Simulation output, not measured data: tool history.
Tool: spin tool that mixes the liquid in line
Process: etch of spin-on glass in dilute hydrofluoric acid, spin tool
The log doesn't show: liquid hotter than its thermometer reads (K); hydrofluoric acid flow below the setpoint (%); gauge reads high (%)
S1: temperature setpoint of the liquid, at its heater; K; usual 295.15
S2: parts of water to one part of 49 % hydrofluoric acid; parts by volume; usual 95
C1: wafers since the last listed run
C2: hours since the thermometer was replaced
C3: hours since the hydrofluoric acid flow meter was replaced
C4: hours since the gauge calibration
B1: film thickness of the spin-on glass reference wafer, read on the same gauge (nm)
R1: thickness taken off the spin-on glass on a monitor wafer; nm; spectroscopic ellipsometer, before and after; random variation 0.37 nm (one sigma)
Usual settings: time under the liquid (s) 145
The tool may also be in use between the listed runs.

{"run": 1, "day": 0.0, "S1": 295.15, "S2": 95, "time under the liquid (s)": 90, "C1": 0, "C2": 444.8, "C3": 230.3, "C4": 1435.1, "B1": 40.03, "R1": 32.93}
{"run": 2, "day": 3.904, "S1": 295.15, "S2": 95, "time under the liquid (s)": 90, "C1": 697, "C2": 538.5, "C3": 324.0, "C4": 1528.8, "B1": 40.02, "R1": 32.67}
{"run": 3, "day": 5.862, "S1": 295.15, "S2": 95, "time under the liquid (s)": 90, "C1": 349, "C2": 585.5, "C3": 371.0, "C4": 1575.8, "B1": 39.99, "R1": 32.42}
{"run": 4, "day": 8.642, "S1": 292.65, "S2": 95, "time under the liquid (s)": 145, "C1": 496, "C2": 652.2, "C3": 437.7, "C4": 1642.5, "B1": 40.02, "R1": 47.66}
{"day": 16.133, "done": "hydrofluoric acid flow meter replaced"}
{"run": 5, "day": 19.342, "S1": 295.15, "S2": 95, "time under the liquid (s)": 115, "C1": 1903, "C2": 909.0, "C3": 77.0, "C4": 1899.3, "B1": 40.0, "R1": 42.8}
{"run": 6, "day": 21.183, "S1": 295.15, "S2": 95, "time under the liquid (s)": 115, "C1": 328, "C2": 953.2, "C3": 121.2, "C4": 1943.5, "B1": 40.0, "R1": 42.25}
{"day": 24.267, "done": "thermometer replaced"}
{"run": 7, "day": 25.104, "S1": 295.15, "S2": 95, "time under the liquid (s)": 115, "C1": 692, "C2": 20.1, "C3": 215.3, "C4": 2037.6, "B1": 40.01, "R1": 42.04}
{"run": 8, "day": 27.517, "S1": 295.15, "S2": 60, "time under the liquid (s)": 145, "C1": 430, "C2": 78.0, "C3": 273.2, "C4": 2095.5, "B1": 40.0, "R1": 86.39}
{"run": 9, "day": 29.604, "S1": 295.15, "S2": 60, "time under the liquid (s)": 145, "C1": 372, "C2": 128.1, "C3": 323.3, "C4": 2145.6, "B1": 39.98, "R1": 86.53}
{"run": 10, "day": 31.296, "S1": 295.15, "S2": 70, "time under the liquid (s)": 145, "C1": 302, "C2": 168.7, "C3": 363.9, "C4": 2186.2, "B1": 40.02, "R1": 73.86}
{"run": 11, "day": 35.542, "S1": 297.65, "S2": 95, "time under the liquid (s)": 145, "C1": 758, "C2": 270.6, "C3": 465.8, "C4": 2288.1, "B1": 39.99, "R1": 57.77}
{"run": 12, "day": 38.071, "S1": 297.65, "S2": 95, "time under the liquid (s)": 145, "C1": 451, "C2": 331.3, "C3": 526.5, "C4": 2348.8, "B1": 40.01, "R1": 57.4}
{"run": 13, "day": 41.288, "S1": 298.65, "S2": 60, "time under the liquid (s)": 110, "C1": 574, "C2": 408.5, "C3": 603.7, "C4": 2426.0, "B1": 40.01, "R1": 74.48}
{"run": 14, "day": 43.058, "S1": 299.65, "S2": 135, "time under the liquid (s)": 145, "C1": 316, "C2": 451.0, "C3": 646.2, "C4": 2468.5, "B1": 39.99, "R1": 40.75}
{"run": 15, "day": 45.008, "S1": 295.15, "S2": 95, "time under the liquid (s)": 145, "C1": 348, "C2": 497.8, "C3": 693.0, "C4": 2515.3, "B1": 40.01, "R1": 51.33}
{"day": 45.671, "done": "hydrofluoric acid flow meter replaced"}
{"run": 16, "day": 57.246, "S1": 295.15, "S2": 60, "time under the liquid (s)": 145, "C1": 2178, "C2": 791.5, "C3": 277.8, "C4": 2809.0, "B1": 40.0, "R1": 89.1}
{"run": 17, "day": 59.179, "S1": 290.65, "S2": 110, "time under the liquid (s)": 145, "C1": 345, "C2": 837.9, "C3": 324.2, "C4": 2855.4, "B1": 39.97, "R1": 37.85}
{"run": 18, "day": 62.842, "S1": 299.15, "S2": 135, "time under the liquid (s)": 145, "C1": 654, "C2": 925.8, "C3": 412.1, "C4": 2943.3, "B1": 39.99, "R1": 41.46}
{"run": 19, "day": 66.271, "S1": 290.15, "S2": 95, "time under the liquid (s)": 145, "C1": 612, "C2": 1008.1, "C3": 494.4, "C4": 3025.6, "B1": 39.98, "R1": 42.65}
{"day": 66.592, "done": "gauge calibrated"}
{"day": 68.529, "done": "thermometer replaced"}
{"run": 20, "day": 69.712, "S1": 292.15, "S2": 125, "time under the liquid (s)": 145, "C1": 607, "C2": 28.4, "C3": 577.0, "C4": 74.9, "B1": 40.0, "R1": 33.92}
{"run": 21, "day": 72.533, "S1": 295.15, "S2": 95, "time under the liquid (s)": 145, "C1": 503, "C2": 96.1, "C3": 644.7, "C4": 142.6, "B1": 40.0, "R1": 51.5}
{"day": 73.188, "done": "hydrofluoric acid flow meter replaced"}
{"run": 22, "day": 75.775, "S1": 295.15, "S2": 95, "time under the liquid (s)": 145, "C1": 571, "C2": 173.9, "C3": 62.1, "C4": 220.4, "B1": 40.0, "R1": 54.58}
{"run": 23, "day": 78.979, "S1": 299.15, "S2": 75, "time under the liquid (s)": 145, "C1": 572, "C2": 250.8, "C3": 139.0, "C4": 297.3, "B1": 39.98, "R1": 82.17}
{"run": 24, "day": 82.246, "S1": 295.15, "S2": 70, "time under the liquid (s)": 95, "C1": 583, "C2": 329.2, "C3": 217.4, "C4": 375.7, "B1": 40.02, "R1": 48.72}
{"run": 25, "day": 83.896, "S1": 299.65, "S2": 95, "time under the liquid (s)": 90, "C1": 294, "C2": 368.8, "C3": 257.0, "C4": 415.3, "B1": 40.02, "R1": 39.59}
{"run": 26, "day": 85.812, "S1": 300.15, "S2": 125, "time under the liquid (s)": 225, "C1": 342, "C2": 414.8, "C3": 303.0, "C4": 461.3, "B1": 40.01, "R1": 73.91}
{"run": 27, "day": 89.838, "S1": 293.15, "S2": 145, "time under the liquid (s)": 220, "C1": 718, "C2": 511.4, "C3": 399.6, "C4": 557.9, "B1": 40.0, "R1": 45.81}
{"run": 28, "day": 93.583, "S1": 297.15, "S2": 45, "time under the liquid (s)": 205, "C1": 669, "C2": 601.3, "C3": 489.5, "C4": 647.8, "B1": 39.99, "R1": 179.25}
{"run": 29, "day": 95.417, "S1": 299.65, "S2": 140, "time under the liquid (s)": 145, "C1": 327, "C2": 645.3, "C3": 533.5, "C4": 691.8, "B1": 40.0, "R1": 39.95}
{"run": 30, "day": 96.925, "S1": 295.15, "S2": 95, "time under the liquid (s)": 145, "C1": 269, "C2": 681.5, "C3": 569.7, "C4": 728.0, "B1": 40.0, "R1": 52.33}
{"run": 31, "day": 100.842, "S1": 295.15, "S2": 95, "time under the liquid (s)": 145, "C1": 699, "C2": 775.5, "C3": 663.7, "C4": 822.0, "B1": 40.01, "R1": 50.94}
{"run": 32, "day": 102.546, "S1": 299.65, "S2": 120, "time under the liquid (s)": 85, "C1": 304, "C2": 816.4, "C3": 704.6, "C4": 862.9, "B1": 39.98, "R1": 27.9}
{"day": 104.179, "done": "hydrofluoric acid flow meter replaced"}
{"run": 33, "day": 105.883, "S1": 295.15, "S2": 60, "time under the liquid (s)": 95, "C1": 588, "C2": 896.5, "C3": 40.9, "C4": 943.0, "B1": 40.01, "R1": 58.3}
{"run": 34, "day": 108.85, "S1": 296.65, "S2": 95, "time under the liquid (s)": 105, "C1": 529, "C2": 967.7, "C3": 112.1, "C4": 1014.2, "B1": 39.99, "R1": 41.47}

The same runs without the tool's hidden state, with the same run-to-run variation:
run=1 R1=33.65
run=2 R1=33.64
run=3 R1=33.51
run=4 R1=49.51
run=5 R1=43.31
run=6 R1=42.90
run=7 R1=43.01
run=8 R1=88.70
run=9 R1=89.17
run=10 R1=76.38
run=11 R1=60.30
run=12 R1=60.21
run=13 R1=78.47
run=14 R1=43.26
run=15 R1=54.55
run=16 R1=91.07
run=17 R1=38.86
run=18 R1=42.93
run=19 R1=44.36
run=20 R1=35.56
run=21 R1=54.24
run=22 R1=54.96
run=23 R1=83.22
run=24 R1=49.63
run=25 R1=40.48
run=26 R1=75.92
run=27 R1=47.42
run=28 R1=186.31
run=29 R1=41.85
run=30 R1=54.84
run=31 R1=53.79
run=32 R1=29.62
run=33 R1=58.70
run=34 R1=42.00

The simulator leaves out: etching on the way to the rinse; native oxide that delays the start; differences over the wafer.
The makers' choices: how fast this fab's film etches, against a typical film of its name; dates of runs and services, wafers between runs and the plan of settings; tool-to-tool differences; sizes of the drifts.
